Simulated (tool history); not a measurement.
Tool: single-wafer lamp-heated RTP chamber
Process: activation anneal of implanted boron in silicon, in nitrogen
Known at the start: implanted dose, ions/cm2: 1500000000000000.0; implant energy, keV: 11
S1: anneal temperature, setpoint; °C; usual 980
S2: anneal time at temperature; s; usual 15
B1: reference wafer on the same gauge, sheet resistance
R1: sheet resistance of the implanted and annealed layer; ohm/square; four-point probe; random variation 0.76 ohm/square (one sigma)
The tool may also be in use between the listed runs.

{"run": 1, "hour": 0.0, "S1": 980, "S2": 17, "B1": 142.13, "R1": 131.63}
{"run": 2, "hour": 11.1, "S1": 980, "S2": 17, "B1": 141.98, "R1": 132.31}
{"run": 3, "hour": 20.0, "S1": 980, "S2": 17, "B1": 142.21, "R1": 130.39}
{"run": 4, "hour": 36.6, "S1": 980, "S2": 15, "B1": 141.81, "R1": 132.9}
{"run": 5, "hour": 53.9, "S1": 980, "S2": 15, "B1": 141.87, "R1": 131.83}
{"run": 6, "hour": 66.8, "S1": 980, "S2": 15, "B1": 141.92, "R1": 132.77}
{"run": 7, "hour": 80.4, "S1": 998, "S2": 15, "B1": 142.13, "R1": 122.32}
{"run": 8, "hour": 87.9, "S1": 998, "S2": 15, "B1": 141.92, "R1": 121.68}
{"run": 9, "hour": 95.6, "S1": 998, "S2": 15, "B1": 141.96, "R1": 122.33}
{"run": 10, "hour": 112.7, "S1": 1004, "S2": 19, "B1": 141.53, "R1": 119.36}
{"run": 11, "hour": 124.7, "S1": 980, "S2": 21, "B1": 142.15, "R1": 129.93}
{"hour": 144.7, "done": "reflector plate cleaned"}
{"run": 12, "hour": 146.2, "S1": 980, "S2": 21, "B1": 141.95, "R1": 137.18}
{"run": 13, "hour": 155.9, "S1": 980, "S2": 21, "B1": 142.08, "R1": 136.86}
{"run": 14, "hour": 163.6, "S1": 980, "S2": 15, "B1": 142.22, "R1": 138.02}
{"run": 15, "hour": 178.5, "S1": 980, "S2": 15, "B1": 141.86, "R1": 138.66}
{"hour": 187.1, "done": "pyrometer window cleaned and pyrometer calibrated"}
{"run": 16, "hour": 190.5, "S1": 969, "S2": 15, "B1": 141.95, "R1": 148.72}
{"run": 17, "hour": 207.2, "S1": 956, "S2": 15, "B1": 142.14, "R1": 166.92}
{"hour": 222.2, "done": "gauge calibrated"}
{"run": 18, "hour": 222.6, "S1": 980, "S2": 15, "B1": 141.87, "R1": 138}
{"run": 19, "hour": 237.1, "S1": 1008, "S2": 9, "B1": 142.06, "R1": 123.26}
{"run": 20, "hour": 245.5, "S1": 1010, "S2": 7, "B1": 142.11, "R1": 124.82}
{"run": 21, "hour": 251.9, "S1": 1005, "S2": 22, "B1": 141.95, "R1": 119.83}
{"run": 22, "hour": 267.8, "S1": 1005, "S2": 18, "B1": 142.11, "R1": 120.81}
{"run": 23, "hour": 279.7, "S1": 980, "S2": 11, "B1": 142.17, "R1": 140.42}
{"run": 24, "hour": 290.7, "S1": 957, "S2": 20, "B1": 142.11, "R1": 157.73}
{"run": 25, "hour": 305.4, "S1": 989, "S2": 22, "B1": 142.2, "R1": 126.16}
{"run": 26, "hour": 314.6, "S1": 992, "S2": 7, "B1": 142.01, "R1": 134.65}
{"run": 27, "hour": 329.9, "S1": 997, "S2": 22, "B1": 142, "R1": 122.66}
{"run": 28, "hour": 337.9, "S1": 980, "S2": 15, "B1": 142.07, "R1": 137.16}
{"run": 29, "hour": 344.5, "S1": 980, "S2": 15, "B1": 142.07, "R1": 135.92}
{"hour": 353.3, "done": "pyrometer window cleaned and pyrometer calibrated"}
{"run": 30, "hour": 361.2, "S1": 980, "S2": 15, "B1": 141.61, "R1": 137.01}
{"run": 31, "hour": 376.0, "S1": 980, "S2": 15, "B1": 142.08, "R1": 135.38}
{"run": 32, "hour": 393.8, "S1": 966, "S2": 15, "B1": 141.88, "R1": 148.22}
{"run": 33, "hour": 404.5, "S1": 980, "S2": 15, "B1": 141.86, "R1": 136.86}
{"run": 34, "hour": 420.3, "S1": 980, "S2": 15, "B1": 142.11, "R1": 135.44}
{"run": 35, "hour": 428.0, "S1": 980, "S2": 15, "B1": 142.31, "R1": 135.62}
{"run": 36, "hour": 441.5, "S1": 980, "S2": 11, "B1": 141.66, "R1": 137.29}
{"run": 37, "hour": 459.1, "S1": 995, "S2": 8, "B1": 142.15, "R1": 130.92}

The same runs without the tool's hidden state, with the same run-to-run variation:
The hidden state here: true wafer temperature minus pyrometer reading, K; wafer temperature error from the tarnished reflector plate, K; gauge reads high (%).
run=1 R1=138.64
run=2 R1=139.37
run=3 R1=137.35
run=4 R1=140.22
run=5 R1=139.11
run=6 R1=140.11
run=7 R1=126.87
run=8 R1=126.2
run=9 R1=126.89
run=10 R1=123.26
run=11 R1=136.66
run=12 R1=137.79
run=13 R1=137.67
run=14 R1=139.05
run=15 R1=140.01
run=16 R1=150.87
run=17 R1=170.62
run=18 R1=140.16
run=19 R1=124.56
run=20 R1=126.2
run=21 R1=121.11
run=22 R1=122.24
run=23 R1=143.73
run=24 R1=163.2
run=25 R1=128.49
run=26 R1=137.68
run=27 R1=124.74
run=28 R1=140.92
run=29 R1=139.72
run=30 R1=141.02
run=31 R1=139.5
run=32 R1=154.57
run=33 R1=141.29
run=34 R1=139.96
run=35 R1=140.22
run=36 R1=142.39
run=37 R1=134.7
